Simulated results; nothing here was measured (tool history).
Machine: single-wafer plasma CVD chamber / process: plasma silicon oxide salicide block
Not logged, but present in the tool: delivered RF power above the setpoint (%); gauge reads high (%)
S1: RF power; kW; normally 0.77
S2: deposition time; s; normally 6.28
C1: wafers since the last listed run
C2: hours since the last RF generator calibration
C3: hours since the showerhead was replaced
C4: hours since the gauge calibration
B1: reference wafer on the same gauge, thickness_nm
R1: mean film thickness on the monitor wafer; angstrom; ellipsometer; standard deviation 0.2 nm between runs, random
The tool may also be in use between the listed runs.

| run | day | S1 | S2 | C1 | C2 | C3 | C4 | B1 | R1 |
|---|---|---|---|---|---|---|---|---|---|
| 1 | 0 | 0.77 | 6.28 | 0 | 676.2 | 5244.4 | 233.6 | 72.212 | 653.73 |
| 2 | 1.367 | 0.77 | 6.28 | 1324 | 709 | 5277.2 | 266.4 | 72.305 | 656.41 |
| 3 | 2.604 | 0.77 | 6.28 | 1199 | 738.7 | 5306.9 | 296.1 | 72.282 | 659.44 |
| 4 | 4.342 | 0.87 | 5.45 | 1684 | 780.4 | 5348.6 | 337.8 | 72.368 | 587.73 |
| 5 | 6.446 | 0.87 | 5.45 | 2039 | 830.9 | 5399.1 | 388.3 | 72.352 | 588.9 |
| 6 | 8.429 | 0.77 | 5.64 | 1922 | 878.5 | 5446.7 | 435.9 | 72.198 | 586.74 |
| 7 | 10.358 | 0.77 | 5.64 | 1869 | 924.8 | 5493 | 482.2 | 72.174 | 588.54 |
|  | 12.242 | gauge calibrated |
| 8 | 13.146 | 0.77 | 6.28 | 2702 | 991.7 | 5559.9 | 21.7 | 72.345 | 651.13 |
|  | 14.125 | RF generator calibrated |
| 9 | 15.021 | 0.825 | 7.02 | 1494 | 21.5 | 5604.9 | 66.7 | 72.333 | 736.77 |
| 10 | 16.65 | 0.665 | 5.71 | 1579 | 60.6 | 5644 | 105.8 | 72.287 | 561.46 |
| 11 | 19.492 | 0.77 | 6.82 | 2754 | 128.8 | 5712.2 | 174 | 72.196 | 697.48 |
|  | 20.354 | RF generator calibrated, repeated, since the last time left the tool worse |
| 12 | 21.504 | 0.885 | 5.74 | 1627 | 27.6 | 5760.5 | 222.3 | 72.259 | 631.91 |
|  | 27.454 | showerhead replaced |
| 13 | 29.646 | 0.69 | 5.75 | 7568 | 223 | 52.6 | 417.7 | 72.266 | 588.69 |
| 14 | 31.721 | 0.87 | 5.45 | 2011 | 272.8 | 102.4 | 467.5 | 72.284 | 594.07 |
| 15 | 33.6 | 0.825 | 7.02 | 1821 | 317.9 | 147.5 | 512.6 | 72.254 | 755.5 |
| 16 | 34.625 | 0.845 | 6.78 | 993 | 342.5 | 172.1 | 537.2 | 72.419 | 733.63 |
|  | 36.158 | gauge calibrated |
| 17 | 36.192 | 0.77 | 6.28 | 1518 | 380.1 | 209.7 | 0.8 | 72.308 | 660.65 |

Branching from run 17: 4 alternative next runs. What would each branch give?
| A | 36.208 | 0.675 | 6.28 | 16 | 380.5 | 210.1 | 1.2 | ? | ? |
| B | 36.208 | 0.69 | 6.89 | 16 | 380.5 | 210.1 | 1.2 | ? | ? |
| C | 36.208 | 0.9 | 5.1 | 16 | 380.5 | 210.1 | 1.2 | ? | ? |
| D | 36.208 | 0.68 | 6.28 | 16 | 380.5 | 210.1 | 1.2 | ? | ? |

| run | B1 | R1 |
|---|---|---|
| A | 72.255 | 635.46 |
| B | 72.255 | 701.55 |
| C | 72.255 | 560.23 |
| D | 72.255 | 636.79 |
What these runs would have given with no unlogged condition in the tool:
| run | R1 |
|---|---|
| A | 637.82 |
| B | 704.15 |
| C | 562.31 |
| D | 639.16 |
